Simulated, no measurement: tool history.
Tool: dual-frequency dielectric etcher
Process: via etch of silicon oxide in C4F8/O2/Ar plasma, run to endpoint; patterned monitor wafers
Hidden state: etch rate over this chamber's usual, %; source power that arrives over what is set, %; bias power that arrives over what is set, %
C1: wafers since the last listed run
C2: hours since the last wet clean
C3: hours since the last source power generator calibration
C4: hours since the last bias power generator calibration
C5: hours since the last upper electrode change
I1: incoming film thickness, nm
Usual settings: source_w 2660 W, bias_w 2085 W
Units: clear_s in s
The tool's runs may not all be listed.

Run 1, day 0.000: usual settings but source_w 2330 W; C1 0; C2 260.5; C3 3997.1; C4 4168.2; C5 3183.8; I1 1494.4. Result: clear_s 269.2 s.
Run 2, day 0.554: usual settings but source_w 2330 W; C1 106; C2 273.8; C3 4010.4; C4 4181.5; C5 3197.1; I1 1494.5. Result: clear_s 271.2 s.
Run 3, day 0.817: usual settings; C1 50; C2 280.1; C3 4016.7; C4 4187.8; C5 3203.4; I1 1504.8. Result: clear_s 262.2 s.
Run 4, day 1.196: usual settings; C1 73; C2 289.2; C3 4025.8; C4 4196.9; C5 3212.5; I1 1486.8. Result: clear_s 260.8 s.
Run 5, day 1.867: usual settings; C1 129; C2 305.3; C3 4041.9; C4 4213.0; C5 3228.6; I1 1504.7. Result: clear_s 266.6 s.
Run 6, day 3.871: usual settings but source_w 2940 W; C1 386; C2 353.4; C3 4090.0; C4 4261.1; C5 3276.7; I1 1495.5. Result: clear_s 253.0 s.
Run 7, day 4.292: usual settings but source_w 2940 W; C1 81; C2 363.5; C3 4100.1; C4 4271.2; C5 3286.8; I1 1504.7. Result: clear_s 253.4 s.
Run 8, day 4.629: usual settings; C1 65; C2 371.6; C3 4108.2; C4 4279.3; C5 3294.9; I1 1499.0. Result: clear_s 262.5 s.
At day 5.912: wet clean of the chamber.
At day 6.417: upper electrode replaced, of another model than before.
Run 9, day 6.438: usual settings; C1 59; C2 12.6; C3 4151.6; C4 4322.7; C5 0.5; I1 1488.4. Result: clear_s 263.9 s.
Run 10, day 6.454: usual settings; C1 3; C2 13.0; C3 4152.0; C4 4323.1; C5 0.9; I1 1515.6. Result: clear_s 269.6 s.
Run 11, day 6.546: usual settings; C1 17; C2 15.2; C3 4154.2; C4 4325.3; C5 3.1; I1 1503.0. Result: clear_s 270.2 s.
Run 12, day 7.075: usual settings; C1 101; C2 27.9; C3 4166.9; C4 4338.0; C5 15.8; I1 1484.9. Result: clear_s 263.8 s.
Run 13, day 7.583: usual settings but source_w 3230 W; C1 97; C2 40.1; C3 4179.1; C4 4350.2; C5 28.0; I1 1509.3. Result: clear_s 245.1 s.
Run 14, day 8.179: usual settings but bias_w 1722 W; C1 114; C2 54.4; C3 4193.4; C4 4364.5; C5 42.3; I1 1495.9. Result: clear_s 283.8 s.
Run 15, day 9.296: usual settings but bias_w 1722 W; C1 215; C2 81.2; C3 4220.2; C4 4391.3; C5 69.1; I1 1500.6. Result: clear_s 284.6 s.
Run 16, day 9.858: usual settings but source_w 2980 W, bias_w 2571 W; C1 108; C2 94.7; C3 4233.7; C4 4404.8; C5 82.6; I1 1486.1. Result: clear_s 230.0 s.
At day 10.417: source power generator calibrated.
Run 17, day 10.450: usual settings but source_w 2320 W, bias_w 2542 W; C1 81; C2 108.9; C3 0.8; C4 4419.0; C5 96.8; I1 1524.1. Result: clear_s 264.7 s.
Run 18, day 10.904: usual settings but source_w 2100 W, bias_w 1837 W; C1 87; C2 119.8; C3 11.7; C4 4429.9; C5 107.7; I1 1502.5. Result: clear_s 309.1 s.
At day 11.258: bias power generator calibrated.
Run 19, day 11.579: usual settings but source_w 2380 W, bias_w 2269 W; C1 97; C2 136.0; C3 27.9; C4 7.7; C5 123.9; I1 1487.3. Result: clear_s 264.6 s.
Run 20, day 11.892: usual settings; C1 60; C2 143.5; C3 35.4; C4 15.2; C5 131.4; I1 1502.5. Result: clear_s 262.6 s.
Run 21, day 12.154: usual settings but source_w 2100 W, bias_w 1651 W; C1 50; C2 149.8; C3 41.7; C4 21.5; C5 137.7; I1 1495.7. Result: clear_s 319.4 s.
Run 22, day 12.667: usual settings but source_w 3230 W; C1 98; C2 162.1; C3 54.0; C4 33.8; C5 150.0; I1 1483.2. Result: clear_s 238.4 s.
Run 23, day 13.379: usual settings but source_w 2840 W, bias_w 2519 W; C1 137; C2 179.2; C3 71.1; C4 50.9; C5 167.1; I1 1488.2. Result: clear_s 239.6 s.
Run 24, day 14.108: usual settings but source_w 2200 W, bias_w 2372 W; C1 140; C2 196.7; C3 88.6; C4 68.4; C5 184.6; I1 1490.8. Result: clear_s 269.9 s.
Run 25, day 14.479: usual settings; C1 71; C2 205.6; C3 97.5; C4 77.3; C5 193.5; I1 1485.9. Result: clear_s 257.0 s.
Run 26, day 14.908: usual settings; C1 82; C2 215.9; C3 107.8; C4 87.6; C5 203.8; I1 1503.0. Result: clear_s 264.2 s.
Run 27, day 15.208: usual settings but bias_w 2358 W; C1 57; C2 223.1; C3 115.0; C4 94.8; C5 211.0; I1 1500.3. Result: clear_s 253.2 s.
Run 28, day 15.538: usual settings but source_w 2910 W, bias_w 1612 W; C1 63; C2 231.0; C3 122.9; C4 102.7; C5 218.9; I1 1491.0. Result: clear_s 275.3 s.
Run 29, day 16.283: usual settings; C1 143; C2 248.9; C3 140.8; C4 120.6; C5 236.8; I1 1502.2. Result: clear_s 260.1 s.
Run 30, day 16.712: usual settings; C1 82; C2 259.2; C3 151.1; C4 130.9; C5 247.1; I1 1509.9. Result: clear_s 264.9 s.
Run 31, day 17.467: usual settings but source_w 2840 W; C1 145; C2 277.3; C3 169.2; C4 149.0; C5 265.2; I1 1501.8. Result: clear_s 254.1 s.
Run 32, day 17.962: usual settings but source_w 3130 W, bias_w 2577 W; C1 95; C2 289.2; C3 181.1; C4 160.9; C5 277.1; I1 1479.5. Result: clear_s 223.2 s.
Run 33, day 18.454: usual settings but source_w 3070 W, bias_w 2549 W; C1 94; C2 301.0; C3 192.9; C4 172.7; C5 288.9; I1 1491.0. Result: clear_s 224.3 s.
Run 34, day 19.029: usual settings but source_w 2940 W, bias_w 1743 W; C1 110; C2 314.8; C3 206.7; C4 186.5; C5 302.7; I1 1500.7. Result: clear_s 263.0 s.
Run 35, day 19.725: usual settings; C1 134; C2 331.5; C3 223.4; C4 203.2; C5 319.4; I1 1506.7. Result: clear_s 259.8 s.

Forecast each of these 4 alternatives for the next run:
Run A, day 19.746: usual settings but bias_w 1924 W; C1 4; C2 332.0; C3 223.9; C4 203.7; C5 319.9; I1 1510.7. Result: clear_s ?.
Run B, day 19.746: usual settings but source_w 3090 W, bias_w 1799 W; C1 4; C2 332.0; C3 223.9; C4 203.7; C5 319.9; I1 1510.7. Result: clear_s ?.
Run C, day 19.746: usual settings but source_w 2950 W; C1 4; C2 332.0; C3 223.9; C4 203.7; C5 319.9; I1 1510.7. Result: clear_s ?.
Run D, day 19.746: usual settings but source_w 2890 W; C1 4; C2 332.0; C3 223.9; C4 203.7; C5 319.9; I1 1510.7. Result: clear_s ?.

run  clear_s
  A    271.1
  B    259.3
  C    251.8
  D    254.1
Without the tool's hidden state the same runs would have given:
run  clear_s
  A    279.8
  B    267.6
  C    259.9
  D    262.3
